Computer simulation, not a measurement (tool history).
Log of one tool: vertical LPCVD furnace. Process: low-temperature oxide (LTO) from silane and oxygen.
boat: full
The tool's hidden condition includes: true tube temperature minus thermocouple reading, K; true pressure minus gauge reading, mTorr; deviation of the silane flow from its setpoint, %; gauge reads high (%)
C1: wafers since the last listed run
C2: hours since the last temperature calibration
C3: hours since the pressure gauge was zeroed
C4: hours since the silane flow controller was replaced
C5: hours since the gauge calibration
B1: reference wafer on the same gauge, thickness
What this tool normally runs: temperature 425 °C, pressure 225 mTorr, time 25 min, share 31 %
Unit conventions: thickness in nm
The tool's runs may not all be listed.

Run 1, hour 0: usual settings but pressure 195 mTorr; C1 0; C2 2812.1; C3 1227.1; C4 4414.5; C5 265.8; B1 227.04. Result: thickness 203.52 nm.
Run 2, hour 50.7: usual settings but pressure 195 mTorr; C1 889; C2 2862.8; C3 1277.8; C4 4465.2; C5 316.5; B1 227.04. Result: thickness 205.03 nm.
Run 3, hour 91.7: usual settings but pressure 195 mTorr; C1 719; C2 2903.8; C3 1318.8; C4 4506.2; C5 357.5; B1 227.06. Result: thickness 204.91 nm.
Run 4, hour 187.8: usual settings but temperature 419 °C; C1 1686; C2 2999.9; C3 1414.9; C4 4602.3; C5 453.6; B1 226.91. Result: thickness 222.02 nm.
Run 5, hour 236.9: usual settings but temperature 419 °C; C1 861; C2 3049; C3 1464; C4 4651.4; C5 502.7; B1 227.1. Result: thickness 221.66 nm.
At hour 274.4: gauge calibrated.
Run 6, hour 298: usual settings but time 28 min; C1 1071; C2 3110.1; C3 1525.1; C4 4712.5; C5 23.6; B1 227.03. Result: thickness 265.88 nm.
Run 7, hour 365.1: usual settings but time 28 min; C1 1177; C2 3177.2; C3 1592.2; C4 4779.6; C5 90.7; B1 227.1. Result: thickness 265.6 nm.
At hour 395.7: thermocouples replaced and temperature profile calibrated.
At hour 411.6: silane flow controller replaced.
Run 8, hour 441.1: usual settings; C1 633; C2 45.4; C3 1668.2; C4 29.5; C5 166.7; B1 226.94. Result: thickness 228.58 nm.
Run 9, hour 488.4: usual settings but temperature 435 °C, pressure 210 mTorr, share 36 %; C1 829; C2 92.7; C3 1715.5; C4 76.8; C5 214; B1 227. Result: thickness 285.37 nm.
Run 10, hour 568.3: usual settings but temperature 434 °C, pressure 265 mTorr, time 32.5 min, share 26 %; C1 1401; C2 172.6; C3 1795.4; C4 156.7; C5 293.9; B1 226.92. Result: thickness 299.12 nm.
At hour 594.7: pressure gauge zeroed.
Run 11, hour 612.4: usual settings; C1 352; C2 216.7; C3 17.7; C4 200.8; C5 338; B1 226.84. Result: thickness 227.77 nm.
Run 12, hour 704.2: usual settings but temperature 420 °C, pressure 250 mTorr, share 28 %; C1 1610; C2 308.5; C3 109.5; C4 292.6; C5 429.8; B1 227.11. Result: thickness 207.21 nm.

Predict the results of run 13:
Run 13, hour 796.7: usual settings but temperature 436 °C, pressure 270 mTorr, time 35 min; C1 1622; C2 401; C3 202; C4 385.1; C5 522.3; B1 ?. Result: thickness ?.

Run 13 gave B1 226.91, thickness 431.48 nm.
Take away the tool's hidden state, keep the run-to-run variation as it was, and the same run would have given thickness 429.31 nm.
